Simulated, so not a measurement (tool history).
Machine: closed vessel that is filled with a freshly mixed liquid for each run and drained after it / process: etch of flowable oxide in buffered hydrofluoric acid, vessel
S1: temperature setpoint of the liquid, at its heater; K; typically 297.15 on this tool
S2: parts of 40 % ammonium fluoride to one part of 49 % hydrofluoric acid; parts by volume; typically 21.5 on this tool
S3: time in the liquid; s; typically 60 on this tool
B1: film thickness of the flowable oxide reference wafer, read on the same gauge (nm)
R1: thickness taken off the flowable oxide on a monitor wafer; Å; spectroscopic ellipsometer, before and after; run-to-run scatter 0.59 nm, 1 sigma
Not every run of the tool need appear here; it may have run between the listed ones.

run	hour	S1	S2	S3	B1	R1
1	0.0	297.15	21.5	70	40.04	724.8
2	44.6	297.15	21.5	60	40.01	613.1
# hour 45.1: gauge calibrated
3	70.0	299.65	21.5	60	40.00	715.2
4	126.1	299.65	21.5	60	40.00	711.2
5	189.6	299.65	21.5	60	40.00	720.6
6	221.2	293.15	21.5	60	40.03	511.2
7	264.0	293.15	21.5	60	39.98	509.6
8	319.6	293.15	21.5	60	40.00	503.9
9	391.3	296.15	27.0	60	40.01	503.8
10	445.9	297.15	21.5	60	40.01	638.9
11	511.9	297.15	21.5	60	39.98	639.7
# hour 551.4: thermometer replaced
12	577.5	297.15	21.5	60	39.98	643.3
13	607.2	297.15	21.5	60	40.00	642.2
14	665.8	297.15	21.5	60	40.01	642.2
15	701.9	300.65	16.5	85	40.01	1442.3
# hour 705.6: hydrofluoric acid flow meter replaced
16	751.1	299.15	27.5	90	39.97	851.1
# hour 771.8: gauge calibrated
17	790.7	300.65	24.0	75	39.99	837.0
18	851.3	297.15	21.5	60	40.05	614.7
19	879.5	293.65	18.0	85	40.00	829.9
20	950.5	295.65	30.0	80	40.01	601.8
21	1016.1	293.65	21.5	60	39.99	516.2
22	1083.6	297.15	21.5	60	40.01	613.0
23	1111.0	297.15	21.5	60	40.00	612.7
24	1147.2	297.15	19.0	60	40.00	701.6
25	1173.1	297.15	13.0	30	39.99	498.9

Each row is a separate what-if for the run after 25, all from the same tool condition, not one after another. Results?
A	1173.8	302.15	21.5	60	?	?
B	1173.8	297.15	14.0	35	?	?
C	1173.8	301.15	21.5	70	?	?

run	B1	R1
A	39.98	819.4
B	39.98	550.1
C	39.98	906.4
With the hidden condition removed and each run's random variation left untouched, the same runs would have given:
run	R1
A	801.7
B	533.1
C	886.8

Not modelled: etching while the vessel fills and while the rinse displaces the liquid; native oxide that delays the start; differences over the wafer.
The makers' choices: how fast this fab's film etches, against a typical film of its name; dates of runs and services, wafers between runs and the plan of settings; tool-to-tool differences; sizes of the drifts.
